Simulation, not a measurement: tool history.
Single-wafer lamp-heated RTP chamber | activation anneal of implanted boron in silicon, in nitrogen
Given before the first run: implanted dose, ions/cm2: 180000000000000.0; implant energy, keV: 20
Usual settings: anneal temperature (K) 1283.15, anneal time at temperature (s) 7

| run | day | anneal temperature (K) | anneal time at temperature (s) | wafers since the last listed run | wafers since the last pyrometer calibration | wafers since the reflector plate was cleaned | hours since the gauge calibration | read-back reference wafer on the same gauge, sheet resistance | sheet resistance of the implanted and annealed layer (ohm/square) |
|---|---|---|---|---|---|---|---|---|---|
| 1 | 0.000 | 1283.15 | 7 | 0 | 970 | 9821 | 1249.4 | 510.24 | 461.21 |
|  | 1.742 | reflector plate cleaned |
| 2 | 1.762 | 1283.15 | 7 | 458 | 1428 | 7 | 1291.7 | 510.14 | 462.71 |
| 3 | 5.712 | 1283.15 | 7 | 1266 | 2695 | 1274 | 1386.5 | 510.18 | 462.89 |
| 4 | 9.604 | 1291.15 | 5 | 1248 | 3943 | 2522 | 1479.9 | 509.93 | 461.53 |
| 5 | 13.925 | 1283.15 | 7 | 1385 | 5329 | 3908 | 1583.6 | 509.52 | 461.03 |
| 6 | 15.925 | 1283.15 | 7 | 641 | 5970 | 4549 | 1631.6 | 510.13 | 461.27 |
| 7 | 20.242 | 1283.15 | 7 | 1384 | 7355 | 5934 | 1735.2 | 510.01 | 462.26 |
| 8 | 23.871 | 1290.15 | 7 | 1163 | 8519 | 7097 | 1822.3 | 510.13 | 461.41 |
|  | 26.054 | pyrometer window cleaned and pyrometer calibrated |
| 9 | 26.129 | 1263.15 | 7 | 617 | 24 | 7715 | 1876.5 | 510.07 | 469.47 |
|  | 27.121 | reflector plate cleaned |
| 10 | 29.654 | 1263.15 | 7 | 1023 | 1048 | 812 | 1961.1 | 509.97 | 469.55 |
| 11 | 33.408 | 1283.15 | 7 | 1204 | 2252 | 2016 | 2051.2 | 510.39 | 461.63 |
| 12 | 37.104 | 1283.15 | 7 | 1185 | 3437 | 3201 | 2139.9 | 509.82 | 462.07 |
| 13 | 38.871 | 1283.15 | 7 | 566 | 4004 | 3768 | 2182.3 | 510.04 | 463.61 |
|  | 39.946 | gauge calibrated |
| 14 | 43.096 | 1283.15 | 7 | 1355 | 5359 | 5123 | 75.6 | 510.01 | 461.93 |
| 15 | 46.038 | 1283.15 | 7 | 943 | 6302 | 6066 | 146.2 | 510.24 | 461.57 |
| 16 | 49.696 | 1283.15 | 7 | 1173 | 7475 | 7240 | 234.0 | 509.94 | 460.33 |
|  | 50.742 | pyrometer window cleaned and pyrometer calibrated |
| 17 | 52.954 | 1283.15 | 3 | 938 | 708 | 8178 | 312.2 | 509.80 | 463.11 |
|  | 55.046 | reflector plate cleaned |
| 18 | 56.708 | 1283.15 | 5 | 1097 | 1806 | 533 | 402.3 | 509.77 | 462.30 |
| 19 | 58.575 | 1307.15 | 3 | 598 | 2404 | 1132 | 447.1 | 510.03 | 459.64 |
| 20 | 71.858 | 1312.15 | 11 | 4260 | 6665 | 5392 | 765.9 | 509.83 | 458.94 |
| 21 | 75.979 | 1266.15 | 10 | 1321 | 7986 | 6714 | 864.8 | 510.00 | 467.79 |
| 22 | 79.471 | 1283.15 | 9 | 1119 | 9106 | 7833 | 948.6 | 510.15 | 462.47 |
|  | 80.129 | reflector plate cleaned |
|  | 80.796 | pyrometer window cleaned and pyrometer calibrated |
| 23 | 82.496 | 1261.15 | 3 | 756 | 544 | 652 | 1021.2 | 509.65 | 473.57 |
| 24 | 84.771 | 1256.15 | 7 | 729 | 1274 | 1382 | 1075.8 | 509.94 | 474.87 |
| 25 | 86.883 | 1255.15 | 4 | 677 | 1952 | 2059 | 1126.5 | 510.52 | 477.73 |
| 26 | 97.404 | 1283.15 | 7 | 3374 | 5326 | 5433 | 1379.0 | 510.27 | 462.21 |
| 27 | 101.700 | 1256.15 | 3 | 1377 | 6704 | 6811 | 1482.1 | 510.16 | 477.94 |
| 28 | 105.708 | 1283.15 | 7 | 1285 | 7989 | 8097 | 1578.3 | 510.37 | 461.35 |
|  | 107.321 | pyrometer window cleaned and pyrometer calibrated |
| 29 | 107.962 | 1263.15 | 7 | 616 | 206 | 8713 | 1632.4 | 509.91 | 469.61 |
|  | 108.367 | reflector plate cleaned |
|  | 110.150 | gauge calibrated |
| 30 | 110.500 | 1283.15 | 7 | 706 | 913 | 683 | 8.4 | 510.08 | 461.74 |
| 31 | 112.662 | 1283.15 | 7 | 693 | 1606 | 1377 | 60.3 | 509.84 | 461.49 |
| 32 | 114.579 | 1283.15 | 7 | 614 | 2221 | 1991 | 106.3 | 509.99 | 461.34 |
| 33 | 117.992 | 1299.15 | 4 | 1094 | 3315 | 3086 | 188.2 | 509.93 | 460.42 |
| 34 | 120.417 | 1296.15 | 10 | 777 | 4093 | 3864 | 246.4 | 509.64 | 459.91 |
| 35 | 124.362 | 1283.15 | 7 | 1265 | 5359 | 5129 | 341.1 | 510.13 | 461.91 |
| 36 | 125.883 | 1283.15 | 7 | 487 | 5846 | 5617 | 377.6 | 509.98 | 461.20 |

Predict each of these 4 candidate next runs independently; none follows another, all start after run 36:
| A | 125.900 | 1269.15 | 7 | 5 | 5852 | 5622 | 378.0 | ? | ? |
| B | 125.900 | 1258.15 | 4 | 5 | 5852 | 5622 | 378.0 | ? | ? |
| C | 125.900 | 1299.15 | 10 | 5 | 5852 | 5622 | 378.0 | ? | ? |
| D | 125.900 | 1283.15 | 4 | 5 | 5852 | 5622 | 378.0 | ? | ? |

| run | read-back reference wafer on the same gauge, sheet resistance | sheet resistance of the implanted and annealed layer (ohm/square) |
|---|---|---|
| A | 510.05 | 466.84 |
| B | 510.05 | 475.75 |
| C | 510.05 | 459.82 |
| D | 510.05 | 463.50 |
Without the tool's hidden state the same runs would have given:
| run | sheet resistance of the implanted and annealed layer (ohm/square) |
|---|---|
| A | 466.84 |
| B | 475.75 |
| C | 459.82 |
| D | 463.50 |
